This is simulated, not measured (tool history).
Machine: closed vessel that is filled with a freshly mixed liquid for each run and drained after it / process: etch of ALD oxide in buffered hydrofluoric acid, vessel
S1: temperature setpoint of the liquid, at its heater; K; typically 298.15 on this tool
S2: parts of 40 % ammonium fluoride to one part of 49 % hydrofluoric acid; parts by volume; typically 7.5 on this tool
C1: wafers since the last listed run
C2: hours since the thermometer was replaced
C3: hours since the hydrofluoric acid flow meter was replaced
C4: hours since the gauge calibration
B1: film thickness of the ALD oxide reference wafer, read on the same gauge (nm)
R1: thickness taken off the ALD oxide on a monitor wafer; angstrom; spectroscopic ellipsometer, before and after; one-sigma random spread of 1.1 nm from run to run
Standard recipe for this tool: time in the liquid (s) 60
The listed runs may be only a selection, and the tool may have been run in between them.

{"run": 1, "day": 0.0, "S1": 298.15, "S2": 8, "time in the liquid (s)": 60, "C1": 0, "C2": 2490.3, "C3": 1741.4, "C4": 116.5, "B1": 100, "R1": 1529.2}
{"day": 0.025, "done": "gauge calibrated"}
{"run": 2, "day": 0.362, "S1": 298.15, "S2": 7.5, "time in the liquid (s)": 60, "C1": 1069, "C2": 2499, "C3": 1750.1, "C4": 8.1, "B1": 100.01, "R1": 1624.1}
{"run": 3, "day": 0.712, "S1": 298.15, "S2": 7.5, "time in the liquid (s)": 60, "C1": 1033, "C2": 2507.4, "C3": 1758.5, "C4": 16.5, "B1": 100.01, "R1": 1646.9}
{"run": 4, "day": 1.017, "S1": 298.15, "S2": 7.5, "time in the liquid (s)": 60, "C1": 897, "C2": 2514.7, "C3": 1765.8, "C4": 23.8, "B1": 100.04, "R1": 1621.4}
{"run": 5, "day": 1.342, "S1": 298.15, "S2": 7.5, "time in the liquid (s)": 60, "C1": 959, "C2": 2522.5, "C3": 1773.6, "C4": 31.6, "B1": 100.02, "R1": 1648.1}
{"run": 6, "day": 1.671, "S1": 298.15, "S2": 7.5, "time in the liquid (s)": 60, "C1": 971, "C2": 2530.4, "C3": 1781.5, "C4": 39.5, "B1": 100.01, "R1": 1633.1}
{"run": 7, "day": 2.079, "S1": 298.15, "S2": 7.5, "time in the liquid (s)": 60, "C1": 1205, "C2": 2540.2, "C3": 1791.3, "C4": 49.3, "B1": 100.03, "R1": 1628.9}
{"run": 8, "day": 2.758, "S1": 298.15, "S2": 7.5, "time in the liquid (s)": 60, "C1": 2004, "C2": 2556.5, "C3": 1807.6, "C4": 65.6, "B1": 99.98, "R1": 1616.3}
{"run": 9, "day": 3.212, "S1": 298.15, "S2": 7.5, "time in the liquid (s)": 50, "C1": 1340, "C2": 2567.4, "C3": 1818.5, "C4": 76.5, "B1": 100, "R1": 1363.9}
{"day": 3.396, "done": "hydrofluoric acid flow meter replaced"}
{"run": 10, "day": 3.862, "S1": 298.15, "S2": 5.5, "time in the liquid (s)": 90, "C1": 1795, "C2": 2583, "C3": 11.2, "C4": 92.1, "B1": 99.98, "R1": 3284.5}
{"day": 3.979, "done": "thermometer replaced"}
{"run": 11, "day": 4.604, "S1": 300.15, "S2": 7.5, "time in the liquid (s)": 60, "C1": 2066, "C2": 15, "C3": 29, "C4": 109.9, "B1": 100.03, "R1": 1804.3}
{"run": 12, "day": 5.35, "S1": 298.15, "S2": 8, "time in the liquid (s)": 60, "C1": 2201, "C2": 32.9, "C3": 46.9, "C4": 127.8, "B1": 99.97, "R1": 1518.1}
{"day": 5.4, "done": "gauge calibrated"}
{"run": 13, "day": 6.438, "S1": 298.15, "S2": 9.5, "time in the liquid (s)": 30, "C1": 3209, "C2": 59, "C3": 73, "C4": 24.9, "B1": 100.02, "R1": 656.8}
{"run": 14, "day": 6.858, "S1": 301.65, "S2": 9.5, "time in the liquid (s)": 90, "C1": 1242, "C2": 69.1, "C3": 83.1, "C4": 35, "B1": 100.01, "R1": 2311.9}
{"run": 15, "day": 7.55, "S1": 294.65, "S2": 7.5, "time in the liquid (s)": 60, "C1": 2041, "C2": 85.7, "C3": 99.7, "C4": 51.6, "B1": 99.98, "R1": 1356.3}
{"run": 16, "day": 8.196, "S1": 296.65, "S2": 9, "time in the liquid (s)": 30, "C1": 1906, "C2": 101.2, "C3": 115.2, "C4": 67.1, "B1": 100.02, "R1": 621.6}
{"run": 17, "day": 8.912, "S1": 298.15, "S2": 5.5, "time in the liquid (s)": 90, "C1": 2115, "C2": 118.4, "C3": 132.4, "C4": 84.3, "B1": 99.96, "R1": 3250.7}
{"run": 18, "day": 9.254, "S1": 298.15, "S2": 5.5, "time in the liquid (s)": 80, "C1": 1008, "C2": 126.6, "C3": 140.6, "C4": 92.5, "B1": 99.98, "R1": 2887.5}
{"run": 19, "day": 9.904, "S1": 298.15, "S2": 7.5, "time in the liquid (s)": 60, "C1": 1918, "C2": 142.2, "C3": 156.2, "C4": 108.1, "B1": 99.97, "R1": 1626.8}

Alternative continuations, all from the tool just after run 19; predict every row:
{"run": "A", "day": 9.933, "S1": 300.65, "S2": 7.5, "time in the liquid (s)": 60, "C1": 86, "C2": 142.9, "C3": 156.9, "C4": 108.8, "B1": "?", "R1": "?"}
{"run": "B", "day": 9.933, "S1": 298.15, "S2": 5, "time in the liquid (s)": 30, "C1": 86, "C2": 142.9, "C3": 156.9, "C4": 108.8, "B1": "?", "R1": "?"}
{"run": "C", "day": 9.933, "S1": 299.65, "S2": 7.5, "time in the liquid (s)": 60, "C1": 86, "C2": 142.9, "C3": 156.9, "C4": 108.8, "B1": "?", "R1": "?"}

run=A B1=99.99 R1=1873.2
run=B B1=99.99 R1=1176.4
run=C B1=99.99 R1=1775.8
Had the tool no hidden state, the same runs would have come out as:
run=A R1=1873.2
run=B R1=1176.4
run=C R1=1775.8
